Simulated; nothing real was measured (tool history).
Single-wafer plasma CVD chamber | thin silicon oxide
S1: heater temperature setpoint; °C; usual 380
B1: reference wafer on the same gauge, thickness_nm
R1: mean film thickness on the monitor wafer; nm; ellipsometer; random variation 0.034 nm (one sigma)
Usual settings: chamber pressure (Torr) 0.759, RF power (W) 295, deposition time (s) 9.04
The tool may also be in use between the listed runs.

{"run": 1, "hour": 0.0, "S1": 380, "chamber pressure (Torr)": 0.631, "RF power (W)": 295, "deposition time (s)": 9.04, "B1": 16.804, "R1": 13.872}
{"run": 2, "hour": 105.1, "S1": 380, "chamber pressure (Torr)": 0.759, "RF power (W)": 310, "deposition time (s)": 9.04, "B1": 16.797, "R1": 15.772}
{"run": 3, "hour": 172.3, "S1": 380, "chamber pressure (Torr)": 0.883, "RF power (W)": 295, "deposition time (s)": 9.04, "B1": 16.806, "R1": 16.959}
{"run": 4, "hour": 222.3, "S1": 380, "chamber pressure (Torr)": 0.883, "RF power (W)": 295, "deposition time (s)": 9.04, "B1": 16.8, "R1": 16.977}
{"run": 5, "hour": 285.0, "S1": 380, "chamber pressure (Torr)": 0.759, "RF power (W)": 295, "deposition time (s)": 9.04, "B1": 16.797, "R1": 15.522}
{"run": 6, "hour": 312.4, "S1": 380, "chamber pressure (Torr)": 0.759, "RF power (W)": 295, "deposition time (s)": 9.04, "B1": 16.806, "R1": 15.507}
{"run": 7, "hour": 371.1, "S1": 380, "chamber pressure (Torr)": 0.759, "RF power (W)": 295, "deposition time (s)": 9.04, "B1": 16.797, "R1": 15.471}
{"run": 8, "hour": 411.1, "S1": 380, "chamber pressure (Torr)": 0.759, "RF power (W)": 295, "deposition time (s)": 9.04, "B1": 16.801, "R1": 15.482}
{"run": 9, "hour": 513.8, "S1": 380, "chamber pressure (Torr)": 0.759, "RF power (W)": 295, "deposition time (s)": 9.04, "B1": 16.802, "R1": 15.484}
{"run": 10, "hour": 570.6, "S1": 380, "chamber pressure (Torr)": 0.759, "RF power (W)": 295, "deposition time (s)": 9.04, "B1": 16.807, "R1": 15.436}
{"run": 11, "hour": 601.2, "S1": 380, "chamber pressure (Torr)": 0.623, "RF power (W)": 275, "deposition time (s)": 8.27, "B1": 16.798, "R1": 12.241}
{"run": 12, "hour": 640.7, "S1": 380, "chamber pressure (Torr)": 0.759, "RF power (W)": 295, "deposition time (s)": 9.62, "B1": 16.802, "R1": 16.45}
{"run": 13, "hour": 682.9, "S1": 380, "chamber pressure (Torr)": 0.759, "RF power (W)": 295, "deposition time (s)": 9.04, "B1": 16.806, "R1": 15.522}
{"run": 14, "hour": 757.6, "S1": 380, "chamber pressure (Torr)": 0.759, "RF power (W)": 295, "deposition time (s)": 9.04, "B1": 16.8, "R1": 15.448}
{"run": 15, "hour": 807.6, "S1": 380, "chamber pressure (Torr)": 0.759, "RF power (W)": 295, "deposition time (s)": 9.04, "B1": 16.811, "R1": 15.452}
{"run": 16, "hour": 879.5, "S1": 380, "chamber pressure (Torr)": 0.633, "RF power (W)": 295, "deposition time (s)": 10.82, "B1": 16.804, "R1": 16.564}
{"run": 17, "hour": 944.3, "S1": 372, "chamber pressure (Torr)": 0.759, "RF power (W)": 295, "deposition time (s)": 10.32, "B1": 16.81, "R1": 17.701}
{"run": 18, "hour": 1009.3, "S1": 374, "chamber pressure (Torr)": 0.759, "RF power (W)": 265, "deposition time (s)": 8.09, "B1": 16.8, "R1": 13.469}
{"run": 19, "hour": 1033.5, "S1": 380, "chamber pressure (Torr)": 0.759, "RF power (W)": 315, "deposition time (s)": 9.04, "B1": 16.805, "R1": 15.875}
{"run": 20, "hour": 1087.0, "S1": 389, "chamber pressure (Torr)": 0.759, "RF power (W)": 295, "deposition time (s)": 9.04, "B1": 16.8, "R1": 15.394}
{"run": 21, "hour": 1111.4, "S1": 392, "chamber pressure (Torr)": 0.883, "RF power (W)": 310, "deposition time (s)": 9.86, "B1": 16.797, "R1": 18.759}
{"run": 22, "hour": 1143.9, "S1": 380, "chamber pressure (Torr)": 0.607, "RF power (W)": 315, "deposition time (s)": 9.04, "B1": 16.797, "R1": 13.819}
{"run": 23, "hour": 1176.5, "S1": 380, "chamber pressure (Torr)": 0.925, "RF power (W)": 295, "deposition time (s)": 9.04, "B1": 16.789, "R1": 17.457}
{"run": 24, "hour": 1234.0, "S1": 370, "chamber pressure (Torr)": 0.759, "RF power (W)": 295, "deposition time (s)": 9.04, "B1": 16.796, "R1": 15.634}
{"run": 25, "hour": 1294.4, "S1": 380, "chamber pressure (Torr)": 0.864, "RF power (W)": 315, "deposition time (s)": 10.18, "B1": 16.809, "R1": 19.313}
{"run": 26, "hour": 1330.0, "S1": 371, "chamber pressure (Torr)": 0.673, "RF power (W)": 335, "deposition time (s)": 7.64, "B1": 16.8, "R1": 12.771}
{"run": 27, "hour": 1400.3, "S1": 380, "chamber pressure (Torr)": 0.571, "RF power (W)": 295, "deposition time (s)": 7.32, "B1": 16.798, "R1": 10.505}
{"run": 28, "hour": 1470.9, "S1": 380, "chamber pressure (Torr)": 0.759, "RF power (W)": 295, "deposition time (s)": 9.04, "B1": 16.798, "R1": 15.539}
{"run": 29, "hour": 1529.0, "S1": 391, "chamber pressure (Torr)": 0.759, "RF power (W)": 295, "deposition time (s)": 9.04, "B1": 16.794, "R1": 15.382}

Taken out of this log: 6 entries between the listed runs. Where each belongs, and how the hidden state differs across it:
Between runs 1 and 2: capacitance manometer re-zeroed and calibrated (hour 28.6)
  no hidden state differs between the two runs
Between runs 2 and 3: thermocouple changed; heater temperature recalibrated (hour 171.8)
  no hidden state differs between the two runs
Between runs 7 and 8: gauge calibrated (hour 394.5)
  no hidden state differs between the two runs
Between runs 9 and 10: showerhead replaced (hour 548.6)
  no hidden state differs between the two runs
Between runs 13 and 14: RF generator calibrated (hour 757.1)
  no hidden state differs between the two runs
Between runs 19 and 20: capacitance manometer re-zeroed and calibrated (hour 1086.5)
  no hidden state differs between the two runs
